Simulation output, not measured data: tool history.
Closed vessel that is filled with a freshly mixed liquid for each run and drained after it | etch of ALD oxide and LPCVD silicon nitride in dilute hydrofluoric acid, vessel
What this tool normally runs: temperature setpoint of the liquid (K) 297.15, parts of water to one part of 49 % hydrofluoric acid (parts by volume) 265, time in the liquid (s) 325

run	hour	temperature setpoint of the liquid (K)	parts of water to one part of 49 % hydrofluoric acid (parts by volume)	time in the liquid (s)	wafers since the last listed run	hours since the thermometer was replaced	hours since the hydrofluoric acid flow meter was replaced	hours since the gauge calibration	read-back film thickness of the ALD oxide reference wafer, read on the same gauge (nm)	read-back film thickness of the LPCVD silicon nitride reference wafer, read on the same gauge (nm)	thickness taken off the ALD oxide on a monitor wafer (Å)	thickness taken off the LPCVD silicon nitride on a monitor wafer (Å)
1	0.0	297.15	265	265	0	965.1	986.5	20.5	79.97	60.019	154.8	6.94
2	9.1	301.65	195	205	616	974.2	995.6	29.6	80.00	59.986	205.3	8.96
3	19.1	297.15	220	220	677	984.2	1005.6	39.6	80.02	59.992	163.3	6.51
4	31.4	297.15	265	325	832	996.5	1017.9	51.9	79.97	59.993	190.7	7.96
5	49.3	293.15	225	325	1212	1014.4	1035.8	69.8	80.01	60.016	203.2	7.86
6	63.0	297.15	265	325	927	1028.1	1049.5	83.5	80.00	59.962	189.7	7.29
7	105.3	297.15	365	410	2864	1070.4	1091.8	125.8	79.99	59.993	156.3	7.22
8	122.8	297.15	265	325	1185	1087.9	1109.3	143.3	80.02	60.009	189.2	8.15
# hour 134.6: thermometer replaced
9	135.0	301.15	360	140	758	0.4	1121.5	155.5	80.00	60.010	58.0	2.88
10	150.0	297.15	325	245	1015	15.4	1136.5	170.5	79.97	60.009	102.9	4.45
11	162.7	297.15	265	165	860	28.1	1149.2	183.2	80.03	59.995	89.7	3.48
# hour 163.9: hydrofluoric acid flow meter replaced
12	178.6	297.15	265	325	1009	44.0	14.7	199.1	79.99	59.980	192.5	7.47
13	188.4	293.65	390	435	663	53.8	24.5	208.9	80.02	59.989	138.4	5.52
14	205.1	297.15	265	325	1130	70.5	41.2	225.6	80.00	59.987	190.8	7.63
15	213.4	297.15	265	325	562	78.8	49.5	233.9	80.02	59.976	192.6	7.34
16	223.3	293.65	325	480	670	88.7	59.4	243.8	80.00	60.000	192.5	7.41
17	234.7	297.15	310	325	772	100.1	70.8	255.2	79.99	60.006	156.9	6.52
18	248.2	294.15	190	325	914	113.6	84.3	268.7	80.00	60.022	260.4	8.71
19	255.1	301.15	265	475	467	120.5	91.2	275.6	79.97	60.003	320.7	14.44
20	265.2	297.15	320	325	683	130.6	101.3	285.7	79.97	59.989	150.7	5.86
21	276.5	297.15	365	265	765	141.9	112.6	297.0	79.98	59.999	102.4	4.65
22	290.0	294.15	265	455	914	155.4	126.1	310.5	80.04	59.996	241.0	9.35
23	300.0	297.15	265	325	677	165.4	136.1	320.5	80.00	60.000	191.8	7.51
# hour 301.7: gauge calibrated
24	311.3	300.65	355	410	765	176.7	147.4	9.6	80.02	60.001	185.3	9.24
25	322.7	300.65	165	325	772	188.1	158.8	21.0	80.04	60.006	390.6	16.12

State the hidden condition of the tool at each of the runs:
gauge reads high (%): 0 across all the runs
H1: liquid hotter than its thermometer reads (K)
H2: hydrofluoric acid flow below the setpoint (%)
run	H1	H2
1	1.86	5.44
2	1.88	5.49
3	1.9	5.55
4	1.92	5.61
5	1.94	5.71
6	1.97	5.78
7	2.04	6
8	2.07	6.09
9	0.146	6.16
10	0.17	6.24
11	0.191	6.3
12	0.218	0.56
13	0.234	0.612
14	0.262	0.7
15	0.275	0.744
16	0.292	0.796
17	0.31	0.857
18	0.333	0.928
19	0.344	0.964
20	0.361	1.02
21	0.379	1.08
22	0.402	1.15
23	0.418	1.2
24	0.437	1.26
25	0.456	1.32

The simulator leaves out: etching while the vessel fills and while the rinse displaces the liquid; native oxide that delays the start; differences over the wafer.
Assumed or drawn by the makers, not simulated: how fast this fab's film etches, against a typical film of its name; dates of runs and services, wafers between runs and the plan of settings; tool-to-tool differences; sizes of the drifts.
